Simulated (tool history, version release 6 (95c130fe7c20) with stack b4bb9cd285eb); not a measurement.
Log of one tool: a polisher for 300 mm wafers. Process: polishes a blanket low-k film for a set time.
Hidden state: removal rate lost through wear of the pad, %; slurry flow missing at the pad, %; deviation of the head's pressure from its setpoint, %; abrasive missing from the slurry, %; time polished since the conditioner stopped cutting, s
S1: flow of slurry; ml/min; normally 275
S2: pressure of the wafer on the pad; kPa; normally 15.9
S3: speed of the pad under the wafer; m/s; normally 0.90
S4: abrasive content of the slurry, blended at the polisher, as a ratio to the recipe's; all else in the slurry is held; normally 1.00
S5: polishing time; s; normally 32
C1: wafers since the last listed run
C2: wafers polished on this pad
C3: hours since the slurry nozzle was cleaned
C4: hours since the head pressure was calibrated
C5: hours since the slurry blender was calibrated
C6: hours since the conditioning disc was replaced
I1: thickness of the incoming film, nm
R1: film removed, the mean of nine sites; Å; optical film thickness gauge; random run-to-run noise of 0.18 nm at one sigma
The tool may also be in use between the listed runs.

run,hour,S1,S2,S3,S4,S5,C1,C2,C3,C4,C5,C6,I1,R1
1,0.0,275,15.9,0.90,1.00,32,0,560,38.3,155.2,223.4,243.9,808.2,144
# hour 8.1: conditioning disc replaced and pad reconditioned
2,12.7,275,15.9,0.90,1.00,32,148,708,51.0,167.9,236.1,4.6,797.4,141
3,31.5,275,15.9,0.90,1.00,32,260,969,69.8,186.7,254.9,23.4,797.0,140
# hour 47.0: slurry blender recalibrated
4,56.7,275,15.9,0.90,1.00,32,322,1291,95.0,211.9,9.7,48.6,806.8,144
5,142.8,205,21.4,1.06,1.00,32,1195,2487,181.1,298.0,95.8,134.7,798.2,204
# hour 175.8: worn pad replaced by a new one
6,176.3,275,20.7,0.90,0.90,40,409,6,214.6,331.5,129.3,168.2,789.4,210
# hour 193.1: head pressure recalibrated
7,211.0,240,15.9,0.90,1.00,32,453,460,249.3,17.9,164.0,202.9,793.4,137
8,238.7,210,12.4,0.90,1.00,40,384,844,277.0,45.6,191.7,230.6,805.0,135
9,251.5,320,15.9,0.90,1.00,32,177,1022,289.8,58.4,204.5,243.4,803.9,145
# hour 253.5: conditioning disc replaced and pad reconditioned
10,264.6,275,13.1,0.90,1.10,32,154,1176,302.9,71.5,217.6,11.1,793.8,125
11,296.2,240,15.9,0.90,1.00,32,438,1615,334.5,103.1,249.2,42.7,799.8,136
# hour 314.6: slurry blender recalibrated
12,318.4,275,15.9,0.98,0.80,38,280,1895,356.7,125.3,3.8,64.9,809.9,147
13,346.2,275,15.9,1.18,1.15,32,385,2281,384.5,153.1,31.6,92.7,796.9,188
14,375.1,275,15.9,0.90,1.00,32,401,2682,413.4,182.0,60.5,121.6,789.6,140
# hour 394.5: worn pad replaced by a new one
15,395.0,275,15.9,0.90,1.00,32,220,6,433.3,201.9,80.4,141.5,795.5,134
16,410.4,320,20.0,0.90,0.85,32,213,220,448.7,217.3,95.8,156.9,801.9,154
17,440.7,275,15.9,0.90,1.00,32,420,640,479.0,247.6,126.1,187.2,806.9,137
18,466.9,200,15.9,0.60,1.20,40,363,1004,505.2,273.8,152.3,213.4,787.4,131
19,484.6,275,15.9,0.90,1.00,32,245,1250,522.9,291.5,170.0,231.1,792.7,137
# hour 489.0: conditioning disc replaced and pad reconditioned
20,511.2,350,15.9,0.90,1.00,32,341,1591,549.5,318.1,196.6,22.2,789.1,140
# hour 526.3: head pressure recalibrated
21,532.1,345,15.9,1.02,1.00,32,262,1854,570.4,5.8,217.5,43.1,800.6,157
22,592.2,275,17.2,0.90,0.70,32,834,2688,630.5,65.9,277.6,103.2,815.9,105
# hour 594.9: slurry blender recalibrated
23,612.0,275,15.9,0.68,1.20,32,247,2935,650.3,85.7,17.1,123.0,797.4,121
# hour 622.6: worn pad replaced by a new one
24,641.1,275,15.9,0.90,1.00,32,348,257,679.4,114.8,46.2,152.1,813.8,135

Branching from run 24: 5 alternative next runs. What would each branch give?
A,641.5,275,15.9,0.90,1.00,32,5,263,679.8,115.2,46.6,152.5,800.0,?
B,641.5,185,15.9,0.90,1.00,23,5,263,679.8,115.2,46.6,152.5,800.0,?
C,641.5,325,15.9,0.90,0.90,32,5,263,679.8,115.2,46.6,152.5,800.0,?
D,641.5,345,15.9,0.90,1.00,32,5,263,679.8,115.2,46.6,152.5,800.0,?
E,641.5,275,11.0,0.90,1.00,32,5,263,679.8,115.2,46.6,152.5,800.0,?

run,R1
A,133
B,87
C,126
D,138
E,95
Take away the tool's hidden state, keep each run's random variation, and the runs would have read:
run,R1
A,143
B,97
C,134
D,146
E,102

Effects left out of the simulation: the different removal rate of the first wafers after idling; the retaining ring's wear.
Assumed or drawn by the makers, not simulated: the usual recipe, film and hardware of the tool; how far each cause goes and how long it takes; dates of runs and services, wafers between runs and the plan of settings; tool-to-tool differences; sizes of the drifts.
